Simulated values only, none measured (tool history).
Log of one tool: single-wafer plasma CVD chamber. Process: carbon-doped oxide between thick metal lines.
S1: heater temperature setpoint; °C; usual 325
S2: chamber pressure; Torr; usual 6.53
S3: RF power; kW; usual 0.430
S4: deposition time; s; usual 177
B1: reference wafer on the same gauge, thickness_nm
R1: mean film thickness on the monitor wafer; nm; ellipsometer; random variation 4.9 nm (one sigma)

{"run": 1, "hour": 0.0, "S1": 325, "S2": 6.53, "S3": 0.455, "S4": 177, "B1": 978.869, "R1": 973.606}
{"run": 2, "hour": 64.8, "S1": 325, "S2": 6.53, "S3": 0.43, "S4": 177, "B1": 978.679, "R1": 926.169}
{"run": 3, "hour": 125.8, "S1": 325, "S2": 6.53, "S3": 0.43, "S4": 177, "B1": 976.948, "R1": 934.305}
{"run": 4, "hour": 158.4, "S1": 325, "S2": 6.53, "S3": 0.43, "S4": 177, "B1": 977.773, "R1": 927.997}
{"run": 5, "hour": 204.2, "S1": 314, "S2": 6.53, "S3": 0.43, "S4": 177, "B1": 978.472, "R1": 959.972}
{"run": 6, "hour": 231.0, "S1": 325, "S2": 6.53, "S3": 0.43, "S4": 177, "B1": 978.54, "R1": 932.081}
{"run": 7, "hour": 275.7, "S1": 331, "S2": 7.71, "S3": 0.485, "S4": 188, "B1": 977.789, "R1": 1066.241}
{"run": 8, "hour": 337.7, "S1": 314, "S2": 6.53, "S3": 0.405, "S4": 177, "B1": 977.798, "R1": 923.404}
{"run": 9, "hour": 398.3, "S1": 325, "S2": 6.53, "S3": 0.43, "S4": 177, "B1": 978.116, "R1": 924.742}
{"run": 10, "hour": 440.0, "S1": 311, "S2": 5.34, "S3": 0.43, "S4": 177, "B1": 976.996, "R1": 942.481}
{"run": 11, "hour": 492.9, "S1": 325, "S2": 6.53, "S3": 0.39, "S4": 177, "B1": 978.111, "R1": 865.717}
{"run": 12, "hour": 560.2, "S1": 325, "S2": 6.53, "S3": 0.43, "S4": 177, "B1": 978.049, "R1": 937.209}
{"run": 13, "hour": 621.0, "S1": 312, "S2": 6.53, "S3": 0.43, "S4": 200, "B1": 978.619, "R1": 1099.268}
{"run": 14, "hour": 663.0, "S1": 325, "S2": 7.54, "S3": 0.345, "S4": 203, "B1": 979.03, "R1": 912.211}
{"run": 15, "hour": 716.2, "S1": 325, "S2": 7.73, "S3": 0.375, "S4": 177, "B1": 977.533, "R1": 845.651}
{"run": 16, "hour": 766.2, "S1": 318, "S2": 7.59, "S3": 0.46, "S4": 177, "B1": 978.662, "R1": 1009.21}
{"run": 17, "hour": 820.4, "S1": 325, "S2": 6.53, "S3": 0.43, "S4": 177, "B1": 978.016, "R1": 938.402}
{"run": 18, "hour": 846.0, "S1": 325, "S2": 6.95, "S3": 0.43, "S4": 177, "B1": 978.464, "R1": 937.346}
{"run": 19, "hour": 901.7, "S1": 319, "S2": 5.01, "S3": 0.43, "S4": 156, "B1": 978.495, "R1": 801.043}
{"run": 20, "hour": 970.1, "S1": 332, "S2": 5.49, "S3": 0.485, "S4": 177, "B1": 978.255, "R1": 952.844}
{"run": 21, "hour": 1018.4, "S1": 317, "S2": 7.69, "S3": 0.43, "S4": 193, "B1": 978.243, "R1": 1056.695}
{"run": 22, "hour": 1044.5, "S1": 316, "S2": 5.53, "S3": 0.43, "S4": 142, "B1": 978.028, "R1": 753.722}
{"run": 23, "hour": 1099.1, "S1": 325, "S2": 6.53, "S3": 0.43, "S4": 177, "B1": 978.098, "R1": 935.238}
{"run": 24, "hour": 1143.2, "S1": 319, "S2": 5.6, "S3": 0.51, "S4": 147, "B1": 978.524, "R1": 860.025}
{"run": 25, "hour": 1206.1, "S1": 320, "S2": 6.53, "S3": 0.43, "S4": 186, "B1": 978.641, "R1": 993.035}
{"run": 26, "hour": 1296.8, "S1": 325, "S2": 6.53, "S3": 0.51, "S4": 208, "B1": 977.779, "R1": 1229.302}
{"run": 27, "hour": 1329.8, "S1": 325, "S2": 5.69, "S3": 0.46, "S4": 149, "B1": 978.513, "R1": 810.759}

Not shown: 6 entries that the log had between the listed runs. Between which runs, and how does the tool's hidden state differ before and after?
Between runs 2 and 3: gauge calibrated (hour 94.8)
  no hidden state differs between the two runs
Between runs 5 and 6: RF generator calibrated (hour 215.8)
  no hidden state differs between the two runs
Between runs 7 and 8: showerhead replaced (hour 313.8)
  no hidden state differs between the two runs
Between runs 8 and 9: thermocouple changed; heater temperature recalibrated (hour 387.6)
  no hidden state differs between the two runs
Between runs 9 and 10: capacitance manometer re-zeroed and calibrated (hour 428.9)
  no hidden state differs between the two runs
Between runs 25 and 26: gauge calibrated (hour 1294.9)
  no hidden state differs between the two runs
